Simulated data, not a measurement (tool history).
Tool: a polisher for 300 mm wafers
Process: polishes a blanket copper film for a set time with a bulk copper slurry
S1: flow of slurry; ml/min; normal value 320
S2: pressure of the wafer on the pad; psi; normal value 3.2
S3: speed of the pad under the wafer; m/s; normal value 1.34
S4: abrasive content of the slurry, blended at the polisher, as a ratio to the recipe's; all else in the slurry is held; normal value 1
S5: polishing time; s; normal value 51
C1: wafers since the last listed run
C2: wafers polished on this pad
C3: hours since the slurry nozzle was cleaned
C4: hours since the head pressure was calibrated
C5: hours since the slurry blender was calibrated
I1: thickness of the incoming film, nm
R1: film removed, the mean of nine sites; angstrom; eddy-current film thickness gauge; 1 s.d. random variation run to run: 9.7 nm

run    hour   S1   S2    S3    S4  S5    C1    C2     C3      C4     C5      I1     R1
  1       0  365  2.6  1.34     1  51     0  5216  607.1   959.7  410.2  1991.1   6863
  2    37.5  320  3.2  1.34     1  51   477  5694  644.6   997.2  447.7  1995.5   7598
  3    90.7  320  3.2  1.34   0.8  51   677  6372  697.8  1050.4  500.9  2007.3   7081
      100.3  -- worn pad replaced by a new one
      129.4  -- slurry blender recalibrated
  4   132.1  320  3.2  1.34     1  51   451   379  739.2  1091.8    2.7  2026.5   7533
      194.4  -- slurry nozzle cleaned
  5   236.7  320  3.2  1.34     1  51  1320  1700   42.3  1196.4  107.3  2009.2   7452
  6   335.7  320  3.2  1.34     1  51  1261  2961  141.3  1295.4  206.3    2013   7475
  7   376.4  320  3.2  1.34     1  51   518  3480    182  1336.1    247    2000   7430
  8   415.5  320  3.2  1.34     1  51   498  3978  221.1  1375.2  286.1  1976.4   7398
      561.2  -- worn pad replaced by a new one
  9   584.7  320  2.8  1.34     1  51  2105   299  390.3  1544.4  455.3  1967.7   6682
      614.1  -- head pressure recalibrated
 10   648.8  320  2.8  1.34     1  51   791  1090  454.4    34.7  519.4  1989.6   7483
      669.9  -- slurry blender recalibrated
 11   695.2  320  3.2  1.34     1  51   565  1656  500.8    81.1   25.3  1998.9   7815
 12   789.2  320  3.2  1.34     1  51  1197  2854  594.8   175.1  119.3  1957.8   7797
 13   843.5  320  3.2  1.34     1  51   692  3546  649.1   229.4  173.6  2017.9   7844
 14   904.2  320  3.2   1.6   0.9  51   773  4320  709.8   290.1  234.3  1991.7   8865
 15   983.6  320  3.2  1.34     1  51  1011  5332  789.2   369.5  313.7  1985.6   7671
      986.8  -- slurry nozzle cleaned
     1012.5  -- worn pad replaced by a new one
 16    1066  320  3.2  1.34     1  51   986   682   79.2   451.9  396.1  1981.3   7557
     1100.1  -- slurry blender recalibrated
 17  1130.8  285  3.2  1.34     1  51   800  1482    144   516.7   30.7    2003   7735
 18  1195.6  425  3.2  1.34     1  57   825  2308  208.8   581.5   95.5  1994.5   8761
 19  1390.3  320  3.2  1.34     1  51  2481  4789  403.5   776.2  290.2  2008.5   7484
 20  1455.4  320  3.2  1.72     1  63   829  5619  468.6   841.3  355.3  2019.6  11443
 21  1519.7  360  3.2  1.34   1.1  64   819  6438  532.9   905.6  419.6  1963.4   9643
     1543.2  -- worn pad replaced by a new one
     1590.7  -- slurry blender recalibrated
 22  1591.2  320  3.7  1.78  0.85  51   834   585  604.4   977.1    0.5  1992.1   9982
 23  1698.1  320  2.3   1.8     1  51  1362  1948  711.3    1084  107.4  2025.6   8004
       1739  -- slurry nozzle cleaned
     1882.1  -- head pressure recalibrated
 24    1894  320  3.2  1.34     1  33  2458  4406    155    11.9  303.3    2024   5131
 25  1974.2  320  3.2  1.14     1  51  1022  5428  235.2    92.1  383.5  1999.8   6873
 26  2017.6  320  3.2  1.74  1.15  51   553  5981  278.6   135.5  426.9  1990.2  10035

Run 27, settings as shown, results not yet in. Your forecast:
     2057.1  -- worn pad replaced by a new one
 27  2101.3  245  3.2  1.6  1.15  42  1015  563  362.3  219.2  510.6  1970.8   ?

{"run 27": {"R1": 7497}}
Without the tool's hidden state the same run would have given R1 7609 angstrom.
